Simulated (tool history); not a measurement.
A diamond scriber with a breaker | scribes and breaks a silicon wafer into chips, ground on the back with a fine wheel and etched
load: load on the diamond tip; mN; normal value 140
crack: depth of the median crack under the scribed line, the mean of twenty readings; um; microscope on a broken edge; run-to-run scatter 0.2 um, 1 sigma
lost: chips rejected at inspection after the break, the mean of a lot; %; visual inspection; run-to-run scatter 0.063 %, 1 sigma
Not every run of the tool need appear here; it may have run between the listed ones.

run	hour	load	incoming depth of the damage left on the back of the incoming wafer, um	crack	lost
1	0.0	140	0.70	9.86	5.87
2	13.5	140	0.45	9.74	5.61
3	25.4	140	0.60	9.76	5.65
4	39.4	140	0.34	9.73	6.25
5	56.9	140	0.60	9.67	6.54
6	74.4	140	0.74	9.57	6.41
7	85.6	130	0.57	9.15	9.86
8	95.1	130	0.79	9.50	10.76
9	118.3	140	0.76	9.66	7.49
10	134.5	140	0.31	9.74	7.75
11	145.7	115	0.76	8.31	19.67
12	152.6	115	0.42	8.32	18.89
13	161.4	140	0.62	9.36	7.45
14	173.1	140	0.37	9.23	7.43
15	187.7	140	0.68	9.59	7.72
16	205.5	140	0.68	9.07	9.19
# hour 214.6: load on the tip recalibrated
17	221.4	120	0.41	8.18	19.73
18	232.1	120	0.75	8.42	20.13
19	243.1	120	0.33	8.27	18.83
20	259.9	176	0.38	10.72	1.75
21	267.9	140	0.70	8.89	10.46
22	278.4	140	0.63	9.23	10.13
23	285.8	170	0.70	10.55	2.78
24	299.8	127	0.33	8.58	15.73
25	309.1	126	0.74	8.34	16.86
26	319.7	151	0.38	9.52	6.71
27	330.3	179	0.45	10.83	1.81
28	338.1	112	0.40	7.84	26.22
# hour 343.3: diamond tip replaced by a new one, of another model than before
29	352.7	110	0.39	9.06	11.72
30	368.2	181	0.61	14.14	9.45
31	376.9	124	0.57	9.87	4.09
32	383.3	122	0.61	9.83	5.13
33	396.3	140	0.37	11.29	1.25
34	412.1	159	0.61	12.60	3.20
35	427.0	98	0.40	7.65	27.76
36	436.7	103	0.50	8.30	21.92
37	451.6	140	0.34	11.25	1.25
38	464.4	140	0.69	11.01	1.37

Consider 4 possible next runs. They are alternatives, not a sequence: every one starts from the tool as it was left by run 38. What does each give?
A	465.0	140	0.76	?	?
B	465.0	105	0.76	?	?
C	465.0	100	0.76	?	?
D	465.0	161	0.76	?	?

run	crack	lost
A	11.41	1.29
B	8.50	19.31
C	8.04	25.20
D	12.98	3.02
Stripped of hidden state, with their random variation kept, the same runs would have yielded:
run	crack	lost
A	11.74	1.13
B	8.75	16.42
C	8.28	22.02
D	13.36	4.26
